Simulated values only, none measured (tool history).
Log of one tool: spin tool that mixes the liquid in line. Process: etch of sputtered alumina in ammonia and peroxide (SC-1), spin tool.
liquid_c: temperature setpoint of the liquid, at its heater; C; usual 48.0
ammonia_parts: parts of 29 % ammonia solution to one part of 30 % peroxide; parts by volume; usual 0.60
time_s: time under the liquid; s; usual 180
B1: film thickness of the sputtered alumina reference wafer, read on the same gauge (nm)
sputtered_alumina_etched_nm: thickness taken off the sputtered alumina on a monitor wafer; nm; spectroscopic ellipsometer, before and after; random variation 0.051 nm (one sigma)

Run 1, hour 0.0: usual settings; B1 150.02. Result: sputtered_alumina_etched_nm 8.50 nm.
At hour 24.7: new drum of ammonia solution connected.
Run 2, hour 69.6: usual settings; B1 149.97. Result: sputtered_alumina_etched_nm 8.51 nm.
At hour 153.9: heated supply line repaired.
Run 3, hour 170.0: usual settings but liquid_c 57.5 C, time_s 280 s; B1 149.99. Result: sputtered_alumina_etched_nm 22.19 nm.
Run 4, hour 256.0: usual settings but liquid_c 41.0 C, ammonia_parts 0.35 parts by volume; B1 150.03. Result: sputtered_alumina_etched_nm 5.37 nm.
Run 5, hour 323.5: usual settings; B1 149.99. Result: sputtered_alumina_etched_nm 8.47 nm.
Run 6, hour 398.0: usual settings but liquid_c 50.5 C, ammonia_parts 0.40 parts by volume, time_s 275 s; B1 149.97. Result: sputtered_alumina_etched_nm 14.27 nm.
Run 7, hour 501.0: usual settings; B1 150.00. Result: sputtered_alumina_etched_nm 8.51 nm.
Run 8, hour 603.7: usual settings but liquid_c 58.0 C, ammonia_parts 0.70 parts by volume; B1 150.02. Result: sputtered_alumina_etched_nm 14.66 nm.
At hour 644.4: gauge calibrated.
Run 9, hour 668.8: usual settings but ammonia_parts 0.75 parts by volume; B1 150.04. Result: sputtered_alumina_etched_nm 8.52 nm.
At hour 684.0: new drum of ammonia solution connected.
Run 10, hour 711.4: usual settings but ammonia_parts 0.90 parts by volume, time_s 210 s; B1 150.02. Result: sputtered_alumina_etched_nm 10.19 nm.
Run 11, hour 770.8: usual settings but ammonia_parts 0.50 parts by volume; B1 150.00. Result: sputtered_alumina_etched_nm 8.27 nm.
Run 12, hour 864.0: usual settings; B1 149.99. Result: sputtered_alumina_etched_nm 8.44 nm.
Run 13, hour 951.4: usual settings but liquid_c 38.0 C, time_s 75 s; B1 150.02. Result: sputtered_alumina_etched_nm 1.93 nm.
At hour 988.4: heated supply line repaired.
At hour 1013.2: thermometer replaced.
Run 14, hour 1021.6: usual settings; B1 149.99. Result: sputtered_alumina_etched_nm 8.93 nm.
Run 15, hour 1084.4: usual settings; B1 149.97. Result: sputtered_alumina_etched_nm 8.94 nm.
Run 16, hour 1183.4: usual settings but ammonia_parts 0.45 parts by volume, time_s 280 s; B1 150.01. Result: sputtered_alumina_etched_nm 13.38 nm.
At hour 1262.8: new drum of ammonia solution connected.
Run 17, hour 1281.9: usual settings but liquid_c 54.0 C, ammonia_parts 0.45 parts by volume, time_s 105 s; B1 149.99. Result: sputtered_alumina_etched_nm 7.01 nm.
Run 18, hour 1366.7: usual settings; B1 149.99. Result: sputtered_alumina_etched_nm 8.87 nm.
Run 19, hour 1469.2: usual settings but ammonia_parts 0.45 parts by volume, time_s 235 s; B1 150.03. Result: sputtered_alumina_etched_nm 11.20 nm.
Run 20, hour 1533.6: usual settings but liquid_c 57.5 C, ammonia_parts 0.75 parts by volume, time_s 140 s; B1 149.95. Result: sputtered_alumina_etched_nm 11.80 nm.
Run 21, hour 1570.5: usual settings but liquid_c 44.0 C, time_s 125 s; B1 150.03. Result: sputtered_alumina_etched_nm 4.90 nm.
Run 22, hour 1653.8: usual settings but liquid_c 40.0 C, ammonia_parts 0.70 parts by volume, time_s 125 s; B1 150.02. Result: sputtered_alumina_etched_nm 3.90 nm.
Run 23, hour 1706.3: usual settings but ammonia_parts 0.50 parts by volume, time_s 260 s; B1 150.02. Result: sputtered_alumina_etched_nm 12.65 nm.

Forecast run 24:
Run 24, hour 1772.5: usual settings but ammonia_parts 0.45 parts by volume, time_s 280 s; B1 ?. Result: sputtered_alumina_etched_nm ?.

B1: 150.03
sputtered_alumina_etched_nm: 13.25 nm
Without the tool's hidden state the same run would have given sputtered_alumina_etched_nm 13.69 nm.
